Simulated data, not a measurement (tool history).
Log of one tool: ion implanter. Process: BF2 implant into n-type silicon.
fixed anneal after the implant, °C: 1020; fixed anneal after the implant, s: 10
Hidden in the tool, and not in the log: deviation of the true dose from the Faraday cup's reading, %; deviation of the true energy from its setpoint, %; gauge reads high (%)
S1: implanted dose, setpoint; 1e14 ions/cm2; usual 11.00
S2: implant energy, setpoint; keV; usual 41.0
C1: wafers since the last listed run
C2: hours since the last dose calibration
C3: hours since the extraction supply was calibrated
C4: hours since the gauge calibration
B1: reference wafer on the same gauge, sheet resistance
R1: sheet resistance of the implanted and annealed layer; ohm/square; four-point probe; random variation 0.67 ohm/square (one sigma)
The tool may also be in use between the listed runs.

run 1 hour=0.0 | S1=11.75 S2=41.0 | C1=0 C2=986.4 C3=4169.8 C4=432.0 | B1=110.75 | R1=116.66
run 2 hour=28.8 | S1=11.75 S2=41.0 | C1=529 C2=1015.2 C3=4198.6 C4=460.8 | B1=110.59 | R1=114.58
run 3 hour=58.0 | S1=11.00 S2=41.0 | C1=536 C2=1044.4 C3=4227.8 C4=490.0 | B1=110.73 | R1=118.41
run 4 hour=86.0 | S1=11.00 S2=41.0 | C1=514 C2=1072.4 C3=4255.8 C4=518.0 | B1=110.87 | R1=118.06
run 5 hour=156.6 | S1=11.00 S2=41.0 | C1=1297 C2=1143.0 C3=4326.4 C4=588.6 | B1=110.41 | R1=118.36
run 6 hour=186.1 | S1=11.00 S2=41.0 | C1=542 C2=1172.5 C3=4355.9 C4=618.1 | B1=110.34 | R1=117.70
run 7 hour=210.4 | S1=9.18 S2=41.0 | C1=446 C2=1196.8 C3=4380.2 C4=642.4 | B1=110.44 | R1=128.58
run 8 hour=244.5 | S1=9.18 S2=41.0 | C1=626 C2=1230.9 C3=4414.3 C4=676.5 | B1=109.95 | R1=129.80
run 9 hour=370.2 | S1=9.18 S2=41.0 | C1=2310 C2=1356.6 C3=4540.0 C4=802.2 | B1=109.83 | R1=130.18
run 10 hour=466.9 | S1=11.00 S2=41.0 | C1=1777 C2=1453.3 C3=4636.7 C4=898.9 | B1=109.39 | R1=117.31
run 11 hour=641.7 | S1=11.00 S2=33.5 | C1=3212 C2=1628.1 C3=4811.5 C4=1073.7 | B1=108.72 | R1=125.63
run 12 hour=763.4 | S1=11.00 S2=33.5 | C1=2236 C2=1749.8 C3=4933.2 C4=1195.4 | B1=107.98 | R1=125.15
-- hour=774.4 gauge calibrated
run 13 hour=829.7 | S1=11.00 S2=52.0 | C1=1218 C2=1816.1 C3=4999.5 C4=55.3 | B1=111.03 | R1=109.26
run 14 hour=874.9 | S1=11.00 S2=52.0 | C1=830 C2=1861.3 C3=5044.7 C4=100.5 | B1=111.27 | R1=109.80
run 15 hour=937.3 | S1=11.00 S2=52.0 | C1=1146 C2=1923.7 C3=5107.1 C4=162.9 | B1=111.11 | R1=110.14
run 16 hour=998.7 | S1=11.00 S2=41.0 | C1=1128 C2=1985.1 C3=5168.5 C4=224.3 | B1=111.10 | R1=119.91
run 17 hour=1046.2 | S1=11.00 S2=54.0 | C1=872 C2=2032.6 C3=5216.0 C4=271.8 | B1=110.99 | R1=109.00
-- hour=1087.0 extraction supply calibrated
run 18 hour=1090.0 | S1=11.00 S2=41.0 | C1=657 C2=2076.4 C3=3.0 C4=315.6 | B1=111.09 | R1=118.17
run 19 hour=1137.5 | S1=7.75 S2=37.5 | C1=872 C2=2123.9 C3=50.5 C4=363.1 | B1=110.95 | R1=149.33
run 20 hour=1200.9 | S1=11.00 S2=41.0 | C1=1165 C2=2187.3 C3=113.9 C4=426.5 | B1=110.89 | R1=118.88
run 21 hour=1256.4 | S1=11.91 S2=55.0 | C1=1019 C2=2242.8 C3=169.4 C4=482.0 | B1=110.47 | R1=103.31
run 22 hour=1300.1 | S1=8.82 S2=28.5 | C1=803 C2=2286.5 C3=213.1 C4=525.7 | B1=110.67 | R1=150.86
run 23 hour=1361.4 | S1=7.86 S2=35.5 | C1=1126 C2=2347.8 C3=274.4 C4=587.0 | B1=110.72 | R1=150.56
-- hour=1384.7 Faraday cup replaced and dose calibrated
run 24 hour=1394.6 | S1=11.00 S2=41.0 | C1=463 C2=9.9 C3=307.6 C4=620.2 | B1=110.47 | R1=118.16
run 25 hour=1422.0 | S1=7.81 S2=41.0 | C1=503 C2=37.3 C3=335.0 C4=647.6 | B1=110.15 | R1=145.19
run 26 hour=1489.4 | S1=14.27 S2=51.5 | C1=1238 C2=104.7 C3=402.4 C4=715.0 | B1=109.86 | R1=97.97
run 27 hour=1537.9 | S1=11.00 S2=41.0 | C1=891 C2=153.2 C3=450.9 C4=763.5 | B1=109.71 | R1=118.05
run 28 hour=1572.8 | S1=11.00 S2=41.0 | C1=641 C2=188.1 C3=485.8 C4=798.4 | B1=109.79 | R1=117.61
run 29 hour=1617.0 | S1=11.00 S2=52.0 | C1=812 C2=232.3 C3=530.0 C4=842.6 | B1=109.58 | R1=109.54
run 30 hour=1688.7 | S1=7.91 S2=52.5 | C1=1317 C2=304.0 C3=601.7 C4=914.3 | B1=109.06 | R1=135.18
run 31 hour=1731.3 | S1=11.83 S2=29.0 | C1=782 C2=346.6 C3=644.3 C4=956.9 | B1=108.97 | R1=130.79
run 32 hour=1764.0 | S1=9.04 S2=32.0 | C1=600 C2=379.3 C3=677.0 C4=989.6 | B1=108.97 | R1=140.70

3 ways to go on from here, each from the tool as it stands after run 32. What would each give?
run A hour=1764.4 | S1=11.00 S2=41.0 | C1=7 C2=379.7 C3=677.4 C4=990.0 | B1=? | R1=?
run B hour=1764.4 | S1=9.12 S2=47.0 | C1=7 C2=379.7 C3=677.4 C4=990.0 | B1=? | R1=?
run C hour=1764.4 | S1=10.13 S2=27.5 | C1=7 C2=379.7 C3=677.4 C4=990.0 | B1=? | R1=?

run=A B1=108.89 R1=117.18
run=B B1=108.89 R1=125.48
run=C B1=108.89 R1=142.98
Without the tool's hidden state the same runs would have given:
run=A R1=119.45
run=B R1=127.92
run=C R1=145.76
